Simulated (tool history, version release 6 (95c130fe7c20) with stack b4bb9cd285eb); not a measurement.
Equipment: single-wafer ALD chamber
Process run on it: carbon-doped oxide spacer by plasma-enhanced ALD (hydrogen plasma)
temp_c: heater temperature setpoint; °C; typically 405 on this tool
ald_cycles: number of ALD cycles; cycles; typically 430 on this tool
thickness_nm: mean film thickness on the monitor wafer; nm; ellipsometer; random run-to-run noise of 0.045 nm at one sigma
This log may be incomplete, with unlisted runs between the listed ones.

run   hour  temp_c  ald_cycles  wafers since the last listed run  hours since the last thermocouple change  hours since the gauge calibration  read-back reference wafer on the same gauge, thickness_nm  thickness_nm
  1    0.0     405         489                                 0                                     630.1                                5.2                                                     18.891        23.474
  2   71.8     405         489                                59                                     701.9                               77.0                                                     18.919        23.392
  3  164.9     405         489                                77                                     795.0                              170.1                                                     18.929        23.486
  4  242.8     405         430                                64                                     872.9                              248.0                                                     18.968        20.647
  5  282.9     405         430                                33                                     913.0                              288.1                                                     18.982        20.707
  6  333.2     405         430                                41                                     963.3                              338.4                                                     18.998        20.703
  7  419.7     399         430                                71                                    1049.8                              424.9                                                     19.025        21.029
  8  517.6     399         430                                81                                    1147.7                              522.8                                                     19.050        21.104
  9  566.9     399         430                                40                                    1197.0                              572.1                                                     19.071        21.112
 10  605.2     412         483                                31                                    1235.3                              610.4                                                     19.074        22.846
 11  671.2     405         430                                54                                    1301.3                              676.4                                                     19.102        20.853
 12  802.3     405         430                               108                                    1432.4                              807.5                                                     19.131        20.834
     816.8  -- gauge calibrated
 13  903.6     415         359                                83                                    1533.7                               86.8                                                     18.866        16.678
     921.0  -- thermocouple changed; heater temperature recalibrated
 14  974.2     405         430                                51                                      53.2                              157.4                                                     18.885        20.671

Predict the results of run 15:
 15  1029.4     414         430                                45                                     108.4                              212.6                                                          ?             ?

{"run 15": {"read-back reference wafer on the same gauge, thickness_nm": 18.919, "thickness_nm": 20.074}}
On a tool with no hidden condition, and with the same random variation, this run would have come out at thickness_nm 20.067 nm.

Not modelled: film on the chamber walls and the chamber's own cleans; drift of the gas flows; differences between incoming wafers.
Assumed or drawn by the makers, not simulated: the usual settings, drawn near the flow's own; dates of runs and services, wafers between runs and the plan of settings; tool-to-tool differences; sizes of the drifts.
